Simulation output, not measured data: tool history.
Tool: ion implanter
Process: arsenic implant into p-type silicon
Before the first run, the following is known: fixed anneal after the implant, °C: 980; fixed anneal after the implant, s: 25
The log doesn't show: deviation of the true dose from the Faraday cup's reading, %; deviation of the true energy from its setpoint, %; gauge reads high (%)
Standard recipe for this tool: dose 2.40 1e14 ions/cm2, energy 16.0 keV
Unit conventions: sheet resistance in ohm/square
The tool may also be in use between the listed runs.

run	hour	dose	energy	wafers since the last listed run	hours since the last dose calibration	hours since the extraction supply was calibrated	hours since the gauge calibration	read-back reference wafer on the same gauge, sheet resistance	sheet resistance
1	0.0	2.40	16.0	0	1532.7	1420.9	349.3	435.37	412.08
2	30.2	1.98	18.5	739	1562.9	1451.1	379.5	436.09	465.93
3	81.6	1.98	18.5	1258	1614.3	1502.5	430.9	436.16	465.18
4	127.8	1.98	18.5	1131	1660.5	1548.7	477.1	437.08	463.71
5	170.9	2.40	16.0	1055	1703.6	1591.8	520.2	437.86	409.05
6	214.6	2.40	16.0	1070	1747.3	1635.5	563.9	440.03	413.95
7	264.2	2.40	16.0	1214	1796.9	1685.1	613.5	440.18	412.03
8	323.9	2.40	16.0	1462	1856.6	1744.8	673.2	440.80	416.58
9	428.0	2.40	16.0	2549	1960.7	1848.9	777.3	443.60	413.50
10	498.0	2.03	16.0	1714	2030.7	1918.9	847.3	444.92	476.54
11	546.0	2.03	16.0	1175	2078.7	1966.9	895.3	446.48	476.00
12	611.7	2.03	16.0	1609	2144.4	2032.6	961.0	447.77	475.41
13	643.6	2.06	16.0	781	2176.3	2064.5	992.9	450.62	471.58
# hour 658.0: gauge calibrated
14	695.0	2.06	16.0	1258	2227.7	2115.9	37.0	433.84	456.63
15	738.0	2.40	16.0	1053	2270.7	2158.9	80.0	434.13	409.48
16	787.0	2.92	11.5	1200	2319.7	2207.9	129.0	433.84	363.11
# hour 819.0: extraction supply calibrated
17	830.4	2.60	16.0	867	2363.1	11.4	172.4	433.62	385.76

Run 18 is up next; what results do you expect?
18	869.8	2.40	16.0	965	2402.5	50.8	211.8	?	?

read-back reference wafer on the same gauge, sheet resistance: 433.79
sheet resistance: 406.83 ohm/square
Without the tool's hidden state the same run would have given sheet resistance 406.22 ohm/square.

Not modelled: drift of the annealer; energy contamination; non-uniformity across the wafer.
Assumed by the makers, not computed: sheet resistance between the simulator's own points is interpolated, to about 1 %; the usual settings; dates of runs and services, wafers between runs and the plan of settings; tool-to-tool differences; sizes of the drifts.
